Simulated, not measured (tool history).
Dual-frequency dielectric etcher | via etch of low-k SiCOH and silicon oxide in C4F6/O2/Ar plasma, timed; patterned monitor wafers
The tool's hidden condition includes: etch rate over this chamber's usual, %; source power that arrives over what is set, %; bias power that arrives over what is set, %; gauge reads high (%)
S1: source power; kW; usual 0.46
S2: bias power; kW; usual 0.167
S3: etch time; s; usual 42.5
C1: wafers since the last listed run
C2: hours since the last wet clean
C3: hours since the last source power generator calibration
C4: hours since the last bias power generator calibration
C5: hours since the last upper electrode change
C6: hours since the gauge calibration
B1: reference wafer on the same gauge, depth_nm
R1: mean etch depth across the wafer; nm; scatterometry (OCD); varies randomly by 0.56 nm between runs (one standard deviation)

Run 1, hour 0: usual settings but S1 0.51 kW; C1 0; C2 208.7; C3 4409.9; C4 2773.9; C5 1507.5; C6 1004.5; B1 124. Result: R1 127.8 nm.
At hour 61.8: source power generator calibrated.
Run 2, hour 69.3: usual settings; C1 1065; C2 278; C3 7.5; C4 2843.2; C5 1576.8; C6 1073.8; B1 124.2. Result: R1 123.6 nm.
Run 3, hour 169.3: usual settings; C1 1632; C2 378; C3 107.5; C4 2943.2; C5 1676.8; C6 1173.8; B1 124.1. Result: R1 123.7 nm.
Run 4, hour 225.2: usual settings; C1 912; C2 433.9; C3 163.4; C4 2999.1; C5 1732.7; C6 1229.7; B1 124.2. Result: R1 123.4 nm.
At hour 229.9: gauge calibrated.
At hour 257.7: bias power generator calibrated.
Run 5, hour 274.6: usual settings; C1 741; C2 483.3; C3 212.8; C4 16.9; C5 1782.1; C6 44.7; B1 124. Result: R1 122.4 nm.
Run 6, hour 327.4: usual settings; C1 861; C2 536.1; C3 265.6; C4 69.7; C5 1834.9; C6 97.5; B1 124. Result: R1 123.9 nm.
At hour 380.9: wet clean of the chamber.
Run 7, hour 395.6: usual settings; C1 721; C2 14.7; C3 333.8; C4 137.9; C5 1903.1; C6 165.7; B1 124. Result: R1 123.5 nm.
At hour 487.6: upper electrode replaced.
Run 8, hour 488.1: usual settings but S3 49 s; C1 1118; C2 107.2; C3 426.3; C4 230.4; C5 0.5; C6 258.2; B1 124.2. Result: R1 142.2 nm.
Run 9, hour 541.9: usual settings but S1 0.42 kW, S3 53 s; C1 878; C2 161; C3 480.1; C4 284.2; C5 54.3; C6 312; B1 124. Result: R1 150.4 nm.
Run 10, hour 590: usual settings but S2 0.132 kW, S3 35.5 s; C1 785; C2 209.1; C3 528.2; C4 332.3; C5 102.4; C6 360.1; B1 124. Result: R1 98.6 nm.
Run 11, hour 724.4: usual settings but S1 0.36 kW, S2 0.192 kW, S3 34 s; C1 2193; C2 343.5; C3 662.6; C4 466.7; C5 236.8; C6 494.5; B1 124.3. Result: R1 94.6 nm.
Run 12, hour 768.3: usual settings but S1 0.38 kW, S3 32.5 s; C1 716; C2 387.4; C3 706.5; C4 510.6; C5 280.7; C6 538.4; B1 124.1. Result: R1 88.1 nm.
At hour 836.8: wet clean of the chamber.
Run 13, hour 872.7: usual settings but S1 0.51 kW; C1 1312; C2 35.9; C3 810.9; C4 615; C5 385.1; C6 642.8; B1 124.1. Result: R1 127.9 nm.
Run 14, hour 945.6: usual settings but S2 0.132 kW; C1 1189; C2 108.8; C3 883.8; C4 687.9; C5 458; C6 715.7; B1 124.1. Result: R1 116.9 nm.
Run 15, hour 995.7: usual settings but S3 30.5 s; C1 817; C2 158.9; C3 933.9; C4 738; C5 508.1; C6 765.8; B1 123.9. Result: R1 89 nm.
Run 16, hour 1069.4: usual settings but S3 39 s; C1 1202; C2 232.6; C3 1007.6; C4 811.7; C5 581.8; C6 839.5; B1 124. Result: R1 112.7 nm.
Run 17, hour 1158.4: usual settings; C1 1452; C2 321.6; C3 1096.6; C4 900.7; C5 670.8; C6 928.5; B1 123.9. Result: R1 122.9 nm.
Run 18, hour 1228.5: usual settings but S1 0.4 kW, S2 0.208 kW, S3 33.5 s; C1 1144; C2 391.7; C3 1166.7; C4 970.8; C5 740.9; C6 998.6; B1 124.3. Result: R1 98.3 nm.
Run 19, hour 1283.8: usual settings but S3 52 s; C1 902; C2 447; C3 1222; C4 1026.1; C5 796.2; C6 1053.9; B1 124. Result: R1 151 nm.
At hour 1326.6: wet clean of the chamber.
Run 20, hour 1349.3: usual settings but S2 0.194 kW, S3 53 s; C1 677; C2 22.7; C3 1287.5; C4 1091.6; C5 861.7; C6 1119.4; B1 123.7. Result: R1 158.5 nm.
At hour 1378.7: gauge calibrated.
Run 21, hour 1397: usual settings but S1 0.42 kW, S2 0.155 kW, S3 52 s; C1 778; C2 70.4; C3 1335.2; C4 1139.3; C5 909.4; C6 18.3; B1 123.9. Result: R1 144.2 nm.
Run 22, hour 1434.8: usual settings but S2 0.147 kW; C1 616; C2 108.2; C3 1373; C4 1177.1; C5 947.2; C6 56.1; B1 123.7. Result: R1 120.1 nm.
Run 23, hour 1539.1: usual settings but S2 0.139 kW, S3 35.5 s; C1 1702; C2 212.5; C3 1477.3; C4 1281.4; C5 1051.5; C6 160.4; B1 124. Result: R1 99.4 nm.
Run 24, hour 1614.5: usual settings; C1 1230; C2 287.9; C3 1552.7; C4 1356.8; C5 1126.9; C6 235.8; B1 123.7. Result: R1 124.2 nm.
Run 25, hour 1653.4: usual settings; C1 634; C2 326.8; C3 1591.6; C4 1395.7; C5 1165.8; C6 274.7; B1 124. Result: R1 124 nm.
Run 26, hour 1704: usual settings but S1 0.49 kW, S2 0.183 kW, S3 33 s; C1 825; C2 377.4; C3 1642.2; C4 1446.3; C5 1216.4; C6 325.3; B1 124. Result: R1 99.5 nm.
Run 27, hour 1740.2: usual settings but S1 0.43 kW, S2 0.2 kW; C1 590; C2 413.6; C3 1678.4; C4 1482.5; C5 1252.6; C6 361.5; B1 124.2. Result: R1 124.9 nm.
At hour 1826.2: wet clean of the chamber.
Run 28, hour 1826.7: usual settings but S1 0.37 kW, S3 34 s; C1 1020; C2 0.5; C3 1764.9; C4 1569; C5 1339.1; C6 448; B1 123.9. Result: R1 92.2 nm.

Take each entry between the runs: how does the hidden state at the last listed run before it differ from the hidden state at the first listed run after it?
Between runs 1 and 2: source power generator calibrated (hour 61.8)
  nothing in the hidden state changes from one run to the other
Between runs 4 and 5: gauge calibrated (hour 229.9); bias power generator calibrated (hour 257.7)
  nothing in the hidden state changes from one run to the other
Between runs 6 and 7: wet clean of the chamber (hour 380.9)
  nothing in the hidden state changes from one run to the other
Between runs 7 and 8: upper electrode replaced (hour 487.6)
  nothing in the hidden state changes from one run to the other
Between runs 12 and 13: wet clean of the chamber (hour 836.8)
  nothing in the hidden state changes from one run to the other
Between runs 19 and 20: wet clean of the chamber (hour 1326.6)
  nothing in the hidden state changes from one run to the other
Between runs 20 and 21: gauge calibrated (hour 1378.7)
  nothing in the hidden state changes from one run to the other
Between runs 27 and 28: wet clean of the chamber (hour 1826.2)
  nothing in the hidden state changes from one run to the other
